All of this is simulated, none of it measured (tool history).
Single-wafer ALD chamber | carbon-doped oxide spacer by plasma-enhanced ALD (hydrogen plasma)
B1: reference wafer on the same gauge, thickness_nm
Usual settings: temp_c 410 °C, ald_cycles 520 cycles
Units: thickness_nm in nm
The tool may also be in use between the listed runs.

{"run": 1, "hour": 0.0, "temp_c": 410, "ald_cycles": 520, "B1": 27.375, "thickness_nm": 26.316}
{"run": 2, "hour": 167.0, "temp_c": 410, "ald_cycles": 520, "B1": 27.371, "thickness_nm": 26.149}
{"run": 3, "hour": 210.5, "temp_c": 410, "ald_cycles": 520, "B1": 27.409, "thickness_nm": 26.285}
{"run": 4, "hour": 281.2, "temp_c": 410, "ald_cycles": 440, "B1": 27.414, "thickness_nm": 22.14}
{"run": 5, "hour": 342.9, "temp_c": 410, "ald_cycles": 440, "B1": 27.393, "thickness_nm": 22.088}
{"run": 6, "hour": 375.8, "temp_c": 410, "ald_cycles": 468, "B1": 27.397, "thickness_nm": 23.505}
{"hour": 378.0, "done": "gauge calibrated"}
{"run": 7, "hour": 574.5, "temp_c": 410, "ald_cycles": 468, "B1": 27.367, "thickness_nm": 23.541}
{"run": 8, "hour": 603.0, "temp_c": 410, "ald_cycles": 520, "B1": 27.411, "thickness_nm": 26.207}
{"run": 9, "hour": 671.2, "temp_c": 410, "ald_cycles": 475, "B1": 27.403, "thickness_nm": 23.792}
{"run": 10, "hour": 718.1, "temp_c": 404, "ald_cycles": 549, "B1": 27.408, "thickness_nm": 28.148}
{"hour": 735.4, "done": "thermocouple changed; heater temperature recalibrated"}
{"run": 11, "hour": 780.1, "temp_c": 410, "ald_cycles": 520, "B1": 27.377, "thickness_nm": 26.028}
{"run": 12, "hour": 835.2, "temp_c": 415, "ald_cycles": 471, "B1": 27.385, "thickness_nm": 23.172}
{"run": 13, "hour": 894.6, "temp_c": 410, "ald_cycles": 520, "B1": 27.43, "thickness_nm": 25.924}
{"hour": 913.8, "done": "thermocouple changed; heater temperature recalibrated, repeated, since the last time left the tool worse"}
{"run": 14, "hour": 964.9, "temp_c": 410, "ald_cycles": 520, "B1": 27.371, "thickness_nm": 26.417}
{"run": 15, "hour": 1035.4, "temp_c": 421, "ald_cycles": 421, "B1": 27.387, "thickness_nm": 20.776}
{"run": 16, "hour": 1086.6, "temp_c": 410, "ald_cycles": 448, "B1": 27.384, "thickness_nm": 22.734}

5 ways to go on from here, each from the tool as it stands after run 16. What would each give?
{"run": "A", "hour": 1087.8, "temp_c": 401, "ald_cycles": 520, "B1": "?", "thickness_nm": "?"}
{"run": "B", "hour": 1087.8, "temp_c": 402, "ald_cycles": 447, "B1": "?", "thickness_nm": "?"}
{"run": "C", "hour": 1087.8, "temp_c": 410, "ald_cycles": 422, "B1": "?", "thickness_nm": "?"}
{"run": "D", "hour": 1087.8, "temp_c": 400, "ald_cycles": 581, "B1": "?", "thickness_nm": "?"}
{"run": "E", "hour": 1087.8, "temp_c": 417, "ald_cycles": 472, "B1": "?", "thickness_nm": "?"}

run=A B1=27.413 thickness_nm=27.067
run=B B1=27.413 thickness_nm=23.204
run=C B1=27.413 thickness_nm=21.432
run=D B1=27.413 thickness_nm=30.323
run=E B1=27.413 thickness_nm=23.508
Without the tool's hidden state the same runs would have given:
run=A thickness_nm=27.147
run=B thickness_nm=23.273
run=C thickness_nm=21.498
run=D thickness_nm=30.413
run=E thickness_nm=23.581
